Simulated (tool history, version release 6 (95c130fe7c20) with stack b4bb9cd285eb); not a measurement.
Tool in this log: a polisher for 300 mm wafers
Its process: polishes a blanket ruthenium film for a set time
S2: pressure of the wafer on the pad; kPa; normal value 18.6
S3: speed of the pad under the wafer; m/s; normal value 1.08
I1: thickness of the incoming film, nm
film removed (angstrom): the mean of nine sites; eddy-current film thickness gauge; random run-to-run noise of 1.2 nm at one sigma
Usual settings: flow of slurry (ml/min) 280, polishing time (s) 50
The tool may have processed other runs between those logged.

run 1 hour=0 | flow_of_slurry_(ml/min)=345 S2=18.6 S3=1.08 polishing_time_(s)=57 | I1=388.3 | film_removed_(angstrom)=908
-- hour=49.4 worn pad replaced by a new one
run 2 hour=106.9 | flow_of_slurry_(ml/min)=345 S2=18.6 S3=1.08 polishing_time_(s)=57 | I1=398.1 | film_removed_(angstrom)=958
run 3 hour=143.4 | flow_of_slurry_(ml/min)=280 S2=18.6 S3=1.2 polishing_time_(s)=50 | I1=396.3 | film_removed_(angstrom)=896
run 4 hour=177.6 | flow_of_slurry_(ml/min)=280 S2=18.6 S3=1.2 polishing_time_(s)=50 | I1=387.4 | film_removed_(angstrom)=880
-- hour=207.8 worn pad replaced by a new one
run 5 hour=216.4 | flow_of_slurry_(ml/min)=280 S2=18.6 S3=1.2 polishing_time_(s)=50 | I1=388.7 | film_removed_(angstrom)=903
run 6 hour=247.1 | flow_of_slurry_(ml/min)=355 S2=18.6 S3=1.08 polishing_time_(s)=62 | I1=391.5 | film_removed_(angstrom)=1049
run 7 hour=313.1 | flow_of_slurry_(ml/min)=355 S2=18.6 S3=1.08 polishing_time_(s)=62 | I1=388.2 | film_removed_(angstrom)=1062
-- hour=364.4 worn pad replaced by a new one
run 8 hour=378.6 | flow_of_slurry_(ml/min)=280 S2=18.6 S3=1.08 polishing_time_(s)=50 | I1=388.6 | film_removed_(angstrom)=845
-- hour=407.5 slurry nozzle cleaned
run 9 hour=426.1 | flow_of_slurry_(ml/min)=280 S2=18.6 S3=1.44 polishing_time_(s)=64 | I1=394.9 | film_removed_(angstrom)=1384
-- hour=447.1 head pressure recalibrated
run 10 hour=455.3 | flow_of_slurry_(ml/min)=350 S2=18.6 S3=1.08 polishing_time_(s)=50 | I1=395.6 | film_removed_(angstrom)=786
run 11 hour=502.5 | flow_of_slurry_(ml/min)=340 S2=13.1 S3=0.84 polishing_time_(s)=65 | I1=392.2 | film_removed_(angstrom)=659
-- hour=515.3 worn pad replaced by a new one
run 12 hour=546.7 | flow_of_slurry_(ml/min)=365 S2=15.2 S3=1.08 polishing_time_(s)=50 | I1=391 | film_removed_(angstrom)=704
run 13 hour=587.5 | flow_of_slurry_(ml/min)=315 S2=18.6 S3=1.2 polishing_time_(s)=42 | I1=394.8 | film_removed_(angstrom)=736
run 14 hour=619.5 | flow_of_slurry_(ml/min)=280 S2=13.8 S3=0.94 polishing_time_(s)=34 | I1=395 | film_removed_(angstrom)=385
-- hour=646.8 worn pad replaced by a new one
run 15 hour=650.5 | flow_of_slurry_(ml/min)=365 S2=18.6 S3=1.08 polishing_time_(s)=34 | I1=386.1 | film_removed_(angstrom)=545
run 16 hour=681.5 | flow_of_slurry_(ml/min)=280 S2=18.6 S3=1.08 polishing_time_(s)=50 | I1=395.8 | film_removed_(angstrom)=784
run 17 hour=719.1 | flow_of_slurry_(ml/min)=280 S2=18.6 S3=1.08 polishing_time_(s)=50 | I1=390.3 | film_removed_(angstrom)=781

Each row is a separate what-if for the run after 17, all from the same tool condition, not one after another. Results?
run A hour=719.5 | flow_of_slurry_(ml/min)=280 S2=18.6 S3=1.08 polishing_time_(s)=50 | I1=385.5 | film_removed_(angstrom)=?
run B hour=719.5 | flow_of_slurry_(ml/min)=190 S2=18.6 S3=1.46 polishing_time_(s)=58 | I1=385.5 | film_removed_(angstrom)=?
run C hour=719.5 | flow_of_slurry_(ml/min)=280 S2=24.8 S3=1.08 polishing_time_(s)=50 | I1=385.5 | film_removed_(angstrom)=?

run=A film_removed_(angstrom)=800
run=B film_removed_(angstrom)=1149
run=C film_removed_(angstrom)=996
Without the tool's hidden state the same runs would have given:
run=A film_removed_(angstrom)=799
run=B film_removed_(angstrom)=1149
run=C film_removed_(angstrom)=996
